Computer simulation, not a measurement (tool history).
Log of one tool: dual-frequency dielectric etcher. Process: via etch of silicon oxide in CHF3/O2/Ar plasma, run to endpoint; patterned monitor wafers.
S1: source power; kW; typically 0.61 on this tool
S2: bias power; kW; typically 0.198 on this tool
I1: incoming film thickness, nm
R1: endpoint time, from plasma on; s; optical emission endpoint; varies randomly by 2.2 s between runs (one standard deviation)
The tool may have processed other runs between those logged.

{"run": 1, "hour": 0.0, "S1": 0.71, "S2": 0.175, "I1": 797.7, "R1": 350.4}
{"run": 2, "hour": 36.2, "S1": 0.54, "S2": 0.186, "I1": 786.3, "R1": 379.2}
{"run": 3, "hour": 87.9, "S1": 0.61, "S2": 0.198, "I1": 780.6, "R1": 342.1}
{"run": 4, "hour": 187.3, "S1": 0.61, "S2": 0.198, "I1": 792.5, "R1": 347.2}
{"run": 5, "hour": 224.2, "S1": 0.7, "S2": 0.198, "I1": 795.3, "R1": 326.8}
{"run": 6, "hour": 289.4, "S1": 0.7, "S2": 0.198, "I1": 793.9, "R1": 323.4}
{"run": 7, "hour": 391.2, "S1": 0.7, "S2": 0.198, "I1": 794.3, "R1": 319.3}
{"run": 8, "hour": 433.3, "S1": 0.61, "S2": 0.198, "I1": 796.1, "R1": 337.6}
{"run": 9, "hour": 523.9, "S1": 0.61, "S2": 0.198, "I1": 798.7, "R1": 335.4}
{"run": 10, "hour": 596.2, "S1": 0.61, "S2": 0.198, "I1": 790.3, "R1": 355}
{"run": 11, "hour": 687.7, "S1": 0.61, "S2": 0.198, "I1": 793.1, "R1": 354.4}
{"run": 12, "hour": 758.8, "S1": 0.61, "S2": 0.198, "I1": 794.2, "R1": 354.3}
{"run": 13, "hour": 855.4, "S1": 0.72, "S2": 0.198, "I1": 794.3, "R1": 324.2}
{"run": 14, "hour": 906.9, "S1": 0.61, "S2": 0.198, "I1": 784.1, "R1": 345.2}
{"run": 15, "hour": 943.9, "S1": 0.55, "S2": 0.149, "I1": 792.9, "R1": 405.7}
{"run": 16, "hour": 1045.5, "S1": 0.61, "S2": 0.198, "I1": 789.6, "R1": 346.2}
{"run": 17, "hour": 1161.3, "S1": 0.53, "S2": 0.211, "I1": 789.4, "R1": 353.5}
{"run": 18, "hour": 1188.3, "S1": 0.52, "S2": 0.198, "I1": 798.7, "R1": 371}
{"run": 19, "hour": 1261.1, "S1": 0.75, "S2": 0.156, "I1": 796.3, "R1": 355.7}
{"run": 20, "hour": 1309.7, "S1": 0.61, "S2": 0.198, "I1": 793.5, "R1": 351.3}
{"run": 21, "hour": 1410.4, "S1": 0.55, "S2": 0.154, "I1": 798.4, "R1": 412.7}
{"run": 22, "hour": 1447.3, "S1": 0.68, "S2": 0.176, "I1": 797.5, "R1": 349.8}
{"run": 23, "hour": 1487.4, "S1": 0.61, "S2": 0.198, "I1": 794.8, "R1": 349.7}
{"run": 24, "hour": 1529.5, "S1": 0.57, "S2": 0.198, "I1": 795, "R1": 355.3}
{"run": 25, "hour": 1622.6, "S1": 0.61, "S2": 0.198, "I1": 793.1, "R1": 343.7}
{"run": 26, "hour": 1725.4, "S1": 0.68, "S2": 0.153, "I1": 796.4, "R1": 359.5}
{"run": 27, "hour": 1825.1, "S1": 0.54, "S2": 0.237, "I1": 790.5, "R1": 348.6}
{"run": 28, "hour": 1930.6, "S1": 0.67, "S2": 0.165, "I1": 791.3, "R1": 358.6}
{"run": 29, "hour": 2012.5, "S1": 0.61, "S2": 0.152, "I1": 789.4, "R1": 384.4}
{"run": 30, "hour": 2099.4, "S1": 0.61, "S2": 0.198, "I1": 788.5, "R1": 343.7}
{"run": 31, "hour": 2179.6, "S1": 0.73, "S2": 0.229, "I1": 800.4, "R1": 304.3}
{"run": 32, "hour": 2244.1, "S1": 0.61, "S2": 0.198, "I1": 793.7, "R1": 341}
{"run": 33, "hour": 2291.8, "S1": 0.5, "S2": 0.227, "I1": 792.8, "R1": 350.4}
{"run": 34, "hour": 2370.0, "S1": 0.74, "S2": 0.176, "I1": 785.3, "R1": 323.7}
{"run": 35, "hour": 2457.4, "S1": 0.54, "S2": 0.198, "I1": 789.1, "R1": 369.8}

Missing from the log above: 7 entries noted between runs. For each, name the pair of listed runs it sits between and say how the tool's hidden condition differs from the listed run just before to the listed run just after:
Between runs 9 and 10: wet clean of the chamber (hour 567.7)
  etch rate over this chamber's usual, %: 5.59 -> -0.492
  difference, measured minus the result without the unlogged condition, R1: -18.7 -> +1.8 s
Between runs 16 and 17: upper electrode replaced (hour 1160.8)
  etch rate over this chamber's usual, %: 3.32 -> 4.3
  difference, measured minus the result without the unlogged condition, R1: -11.5 -> -15.2 s
Between runs 18 and 19: wet clean of the chamber (hour 1232.3)
  etch rate over this chamber's usual, %: 4.53 -> 0.59
  difference, measured minus the result without the unlogged condition, R1: -16.7 -> -2.1 s
Between runs 24 and 25: source power generator calibrated (hour 1538.4); bias power generator calibrated (hour 1579.1)
  etch rate over this chamber's usual, %: 2.86 -> 3.65
  difference, measured minus the result without the unlogged condition, R1: -10.2 -> -12.6 s
Between runs 26 and 27: wet clean of the chamber (hour 1815.7)
  etch rate over this chamber's usual, %: 4.52 -> 0.603
  difference, measured minus the result without the unlogged condition, R1: -16.3 -> -2.1 s
Between runs 34 and 35: wet clean of the chamber (hour 2422.1)
  etch rate over this chamber's usual, %: 5.22 -> 0.196
  difference, measured minus the result without the unlogged condition, R1: -16.9 -> -0.7 s

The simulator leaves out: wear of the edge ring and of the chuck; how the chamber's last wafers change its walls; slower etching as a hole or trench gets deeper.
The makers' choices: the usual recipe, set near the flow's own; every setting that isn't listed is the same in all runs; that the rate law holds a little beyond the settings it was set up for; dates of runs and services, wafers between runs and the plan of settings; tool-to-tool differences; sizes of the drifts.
